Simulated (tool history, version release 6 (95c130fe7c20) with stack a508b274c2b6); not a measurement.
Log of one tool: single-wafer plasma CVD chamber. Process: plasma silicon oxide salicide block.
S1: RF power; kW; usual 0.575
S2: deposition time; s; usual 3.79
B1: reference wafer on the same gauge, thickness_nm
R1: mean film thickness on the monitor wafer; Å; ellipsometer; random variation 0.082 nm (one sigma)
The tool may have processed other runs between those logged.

| run | hour | S1 | S2 | B1 | R1 |
|---|---|---|---|---|---|
| 1 | 0.0 | 0.575 | 3.79 | 30.111 | 329.46 |
| 2 | 67.1 | 0.575 | 3.24 | 30.095 | 280.20 |
| 3 | 106.7 | 0.575 | 4.12 | 30.102 | 354.73 |
| 4 | 141.2 | 0.575 | 3.79 | 30.076 | 326.79 |
| 5 | 218.3 | 0.575 | 3.79 | 30.103 | 332.20 |
| 6 | 263.4 | 0.575 | 3.79 | 30.092 | 330.12 |
| 7 | 332.2 | 0.575 | 3.79 | 30.107 | 331.79 |
| 8 | 410.6 | 0.575 | 3.79 | 30.102 | 331.74 |
| 9 | 441.7 | 0.575 | 3.79 | 30.110 | 329.31 |
| 10 | 624.5 | 0.575 | 3.79 | 30.095 | 330.36 |
| 11 | 684.1 | 0.575 | 3.79 | 30.101 | 328.67 |
| 12 | 728.0 | 0.575 | 3.79 | 30.103 | 329.69 |
| 13 | 794.2 | 0.575 | 3.79 | 30.083 | 329.03 |
| 14 | 849.8 | 0.575 | 3.79 | 30.110 | 328.01 |
| 15 | 881.4 | 0.575 | 3.79 | 30.084 | 327.98 |
| 16 | 918.2 | 0.575 | 3.79 | 30.090 | 327.79 |
| 17 | 985.4 | 0.575 | 3.79 | 30.096 | 326.60 |
| 18 | 1043.5 | 0.575 | 3.79 | 30.108 | 327.34 |
| 19 | 1075.1 | 0.575 | 3.79 | 30.095 | 325.54 |
| 20 | 1101.9 | 0.490 | 4.21 | 30.088 | 351.67 |
| 21 | 1202.0 | 0.625 | 3.58 | 30.101 | 318.30 |
| 22 | 1235.5 | 0.650 | 4.30 | 30.101 | 385.60 |
| 23 | 1277.0 | 0.575 | 4.31 | 30.109 | 377.91 |
| 24 | 1327.8 | 0.575 | 3.79 | 30.106 | 330.99 |
| 25 | 1356.1 | 0.605 | 3.14 | 30.105 | 278.30 |
| 26 | 1390.8 | 0.575 | 3.79 | 30.089 | 330.37 |
| 27 | 1460.2 | 0.640 | 3.06 | 30.101 | 273.60 |
| 28 | 1566.5 | 0.635 | 3.79 | 30.113 | 337.20 |
| 29 | 1615.6 | 0.575 | 3.79 | 30.115 | 329.83 |
| 30 | 1682.7 | 0.490 | 3.79 | 30.112 | 319.13 |
| 31 | 1746.8 | 0.510 | 4.17 | 30.096 | 352.24 |
| 32 | 1797.1 | 0.470 | 3.46 | 30.105 | 288.68 |
| 33 | 1854.0 | 0.575 | 3.21 | 30.099 | 277.43 |
| 34 | 1908.8 | 0.575 | 3.79 | 30.099 | 328.05 |
| 35 | 1941.1 | 0.485 | 3.79 | 30.094 | 317.31 |
| 36 | 1979.1 | 0.670 | 3.79 | 30.091 | 336.63 |
| 37 | 2029.7 | 0.500 | 3.79 | 30.088 | 317.05 |

Missing from the log above: 4 entries noted between runs. For each, name the pair of listed runs it sits between and say how the tool's hidden condition differs from the listed run just before to the listed run just after:
After run 4, before run 5: RF generator calibrated (hour 154.3)
  delivered RF power above the setpoint (%): -7.65 -> -0.239
  difference, measured minus the result without the unlogged condition, R1: -5.44 -> -0.17 Å
After run 19, before run 20: showerhead replaced (hour 1092.1)
  delivered RF power above the setpoint (%): -8.84 -> -9.35
  difference, measured minus the result without the unlogged condition, R1: -6.29 -> -7.21 Å
After run 20, before run 21: RF generator calibrated (hour 1135.5)
  delivered RF power above the setpoint (%): -9.35 -> -0.111
  difference, measured minus the result without the unlogged condition, R1: -7.21 -> -0.07 Å
After run 26, before run 27: gauge calibrated (hour 1458.6)
  delivered RF power above the setpoint (%): -0.731 -> -1.14
  difference, measured minus the result without the unlogged condition, R1: -0.51 -> -0.65 Å
